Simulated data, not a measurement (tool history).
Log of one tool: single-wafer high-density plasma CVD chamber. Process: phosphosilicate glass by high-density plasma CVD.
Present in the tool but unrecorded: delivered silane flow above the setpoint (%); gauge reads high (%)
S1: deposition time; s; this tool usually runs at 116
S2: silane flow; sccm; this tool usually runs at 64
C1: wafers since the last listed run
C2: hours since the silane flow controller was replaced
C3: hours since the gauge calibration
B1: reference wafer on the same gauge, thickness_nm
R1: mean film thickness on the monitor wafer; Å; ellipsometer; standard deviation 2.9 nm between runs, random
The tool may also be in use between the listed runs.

run,day,S1,S2,C1,C2,C3,B1,R1
1,0,116,64,0,4844.8,141.9,668.309,6627.74
2,0.379,116,64,111,4853.9,151,668.821,6673.61
3,0.642,116,64,77,4860.2,157.3,667.42,6698.67
4,1.112,116,70,138,4871.5,168.6,667.155,7056.47
5,1.754,116,74,189,4886.9,184,668.64,7339.46
6,2.204,116,74,132,4897.7,194.8,667.73,7379.37
7,2.742,116,74,158,4910.6,207.7,666.137,7345.15
8,3.154,122,64,121,4920.5,217.6,666.982,6988.79
# day 3.6: gauge calibrated
9,3.683,122,64,156,4933.2,2,667.745,7029.92
10,4.412,116,61,214,4950.7,19.5,666.528,6472.96
11,4.888,116,64,140,4962.1,30.9,668.69,6640.04
12,5.562,116,64,199,4978.3,47.1,666.981,6661.94
# day 6.046: silane flow controller replaced
13,6.067,94,77,50,0.5,59.2,665.989,6142.87
14,6.512,101,64,131,11.2,69.9,668.716,5817.53
15,7.092,116,52,170,25.1,83.8,667.037,5808.35
16,7.825,126,54,216,42.7,101.4,668.221,6510.27
17,8.117,107,69,85,49.7,108.4,667.374,6476.67
18,8.588,116,56,138,61,119.7,668.511,6118.39
19,8.912,116,71,95,68.8,127.5,668.347,7122.15
20,9.279,139,75,108,77.6,136.3,667.914,8815.19
21,9.925,100,55,190,93.1,151.8,667.823,5212.57

Hidden state, per run?
delivered silane flow above the setpoint (%): 0 at every run
gauge reads high (%): 0 at every run
